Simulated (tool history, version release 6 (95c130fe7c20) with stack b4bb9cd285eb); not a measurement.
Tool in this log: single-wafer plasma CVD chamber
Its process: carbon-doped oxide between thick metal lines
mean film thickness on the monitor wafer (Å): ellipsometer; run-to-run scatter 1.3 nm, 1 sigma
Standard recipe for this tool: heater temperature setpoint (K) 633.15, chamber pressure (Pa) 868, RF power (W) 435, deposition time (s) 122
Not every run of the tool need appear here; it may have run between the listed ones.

| run | hour | heater temperature setpoint (K) | chamber pressure (Pa) | RF power (W) | deposition time (s) | wafers since the last listed run | hours since the last thermocouple change | hours since the last RF generator calibration | hours since the last manometer calibration | hours since the showerhead was replaced | hours since the gauge calibration | read-back reference wafer on the same gauge, thickness_nm | mean film thickness on the monitor wafer (Å) |
|---|---|---|---|---|---|---|---|---|---|---|---|---|---|
| 1 | 0.0 | 633.15 | 868 | 435 | 122 | 0 | 879.6 | 18.3 | 1654.9 | 5322.8 | 1171.1 | 486.907 | 5562.44 |
| 2 | 51.5 | 633.15 | 923 | 435 | 122 | 596 | 931.1 | 69.8 | 1706.4 | 5374.3 | 1222.6 | 486.990 | 5552.63 |
| 3 | 119.4 | 633.15 | 868 | 435 | 122 | 786 | 999.0 | 137.7 | 1774.3 | 5442.2 | 1290.5 | 487.410 | 5523.65 |
| 4 | 186.8 | 633.15 | 868 | 435 | 122 | 780 | 1066.4 | 205.1 | 1841.7 | 5509.6 | 1357.9 | 487.178 | 5504.65 |
|  | 227.6 | thermocouple changed; heater temperature recalibrated |
| 5 | 250.7 | 633.15 | 868 | 435 | 122 | 647 | 23.1 | 269.0 | 1905.6 | 5573.5 | 1421.8 | 487.283 | 5536.17 |
|  | 260.3 | showerhead replaced |
|  | 291.1 | gauge calibrated |
|  | 291.7 | RF generator calibrated, repeated, since the last time left the tool worse |
|  | 298.4 | capacitance manometer re-zeroed and calibrated |
| 6 | 305.2 | 633.15 | 868 | 435 | 122 | 368 | 77.6 | 13.5 | 6.8 | 44.9 | 14.1 | 487.042 | 5741.24 |
| 7 | 358.4 | 633.15 | 868 | 435 | 122 | 616 | 130.8 | 66.7 | 60.0 | 98.1 | 67.3 | 487.097 | 5728.51 |
| 8 | 428.5 | 633.15 | 868 | 435 | 122 | 811 | 200.9 | 136.8 | 130.1 | 168.2 | 137.4 | 486.922 | 5708.54 |
| 9 | 462.2 | 633.15 | 868 | 435 | 122 | 390 | 234.6 | 170.5 | 163.8 | 201.9 | 171.1 | 487.102 | 5751.21 |
| 10 | 490.2 | 633.15 | 868 | 435 | 139 | 324 | 262.6 | 198.5 | 191.8 | 229.9 | 199.1 | 487.026 | 6516.07 |
| 11 | 515.0 | 644.15 | 1084 | 435 | 136 | 287 | 287.4 | 223.3 | 216.6 | 254.7 | 223.9 | 486.842 | 6332.05 |
| 12 | 562.7 | 633.15 | 868 | 505 | 98 | 552 | 335.1 | 271.0 | 264.3 | 302.4 | 271.6 | 487.351 | 5234.13 |
| 13 | 590.3 | 633.15 | 868 | 435 | 122 | 319 | 362.7 | 298.6 | 291.9 | 330.0 | 299.2 | 486.663 | 5711.90 |
| 14 | 648.6 | 633.15 | 868 | 435 | 113 | 675 | 421.0 | 356.9 | 350.2 | 388.3 | 357.5 | 487.330 | 5309.19 |
| 15 | 708.3 | 633.15 | 923 | 435 | 122 | 691 | 480.7 | 416.6 | 409.9 | 448.0 | 417.2 | 486.938 | 5748.44 |
| 16 | 779.2 | 633.15 | 1025 | 435 | 115 | 821 | 551.6 | 487.5 | 480.8 | 518.9 | 488.1 | 486.973 | 5445.94 |
| 17 | 807.2 | 633.15 | 868 | 510 | 122 | 324 | 579.6 | 515.5 | 508.8 | 546.9 | 516.1 | 486.991 | 6544.15 |
| 18 | 831.8 | 633.15 | 1044 | 435 | 122 | 284 | 604.2 | 540.1 | 533.4 | 571.5 | 540.7 | 486.891 | 5752.95 |
| 19 | 875.0 | 633.15 | 868 | 435 | 122 | 500 | 647.4 | 583.3 | 576.6 | 614.7 | 583.9 | 486.889 | 5702.84 |
| 20 | 913.4 | 633.15 | 699 | 395 | 114 | 444 | 685.8 | 621.7 | 615.0 | 653.1 | 622.3 | 487.180 | 4765.55 |
| 21 | 985.1 | 633.15 | 965 | 435 | 143 | 830 | 757.5 | 693.4 | 686.7 | 724.8 | 694.0 | 486.832 | 6739.62 |
| 22 | 1056.4 | 633.15 | 868 | 435 | 122 | 825 | 828.8 | 764.7 | 758.0 | 796.1 | 765.3 | 486.874 | 5693.22 |
| 23 | 1107.6 | 633.15 | 868 | 435 | 101 | 593 | 880.0 | 815.9 | 809.2 | 847.3 | 816.5 | 486.920 | 4716.59 |
| 24 | 1153.4 | 629.15 | 868 | 435 | 122 | 530 | 925.8 | 861.7 | 855.0 | 893.1 | 862.3 | 487.165 | 5711.62 |
| 25 | 1193.5 | 633.15 | 741 | 435 | 122 | 464 | 965.9 | 901.8 | 895.1 | 933.2 | 902.4 | 487.136 | 5614.79 |
| 26 | 1220.6 | 633.15 | 652 | 435 | 122 | 313 | 993.0 | 928.9 | 922.2 | 960.3 | 929.5 | 487.202 | 5531.11 |
|  | 1251.0 | thermocouple changed; heater temperature recalibrated |
| 27 | 1275.2 | 633.15 | 868 | 505 | 99 | 539 | 24.2 | 983.5 | 976.8 | 1014.9 | 984.1 | 487.073 | 5224.39 |

Predict each of these 5 candidate next runs independently; none follows another, all start after run 27:
| A | 1275.6 | 633.15 | 868 | 435 | 122 | 4 | 24.6 | 983.9 | 977.2 | 1015.3 | 984.5 | ? | ? |
| B | 1275.6 | 633.15 | 868 | 360 | 122 | 4 | 24.6 | 983.9 | 977.2 | 1015.3 | 984.5 | ? | ? |
| C | 1275.6 | 647.15 | 868 | 435 | 109 | 4 | 24.6 | 983.9 | 977.2 | 1015.3 | 984.5 | ? | ? |
| D | 1275.6 | 637.15 | 1048 | 435 | 139 | 4 | 24.6 | 983.9 | 977.2 | 1015.3 | 984.5 | ? | ? |
| E | 1275.6 | 633.15 | 868 | 410 | 122 | 4 | 24.6 | 983.9 | 977.2 | 1015.3 | 984.5 | ? | ? |

| run | read-back reference wafer on the same gauge, thickness_nm | mean film thickness on the monitor wafer (Å) |
|---|---|---|
| A | 487.034 | 5707.58 |
| B | 487.034 | 4696.81 |
| C | 487.034 | 4967.99 |
| D | 487.034 | 6516.69 |
| E | 487.034 | 5386.02 |
With the hidden condition removed and each run's random variation left untouched, the same runs would have given:
| run | mean film thickness on the monitor wafer (Å) |
|---|---|
| A | 5790.17 |
| B | 4767.78 |
| C | 5039.88 |
| D | 6611.00 |
| E | 5463.97 |
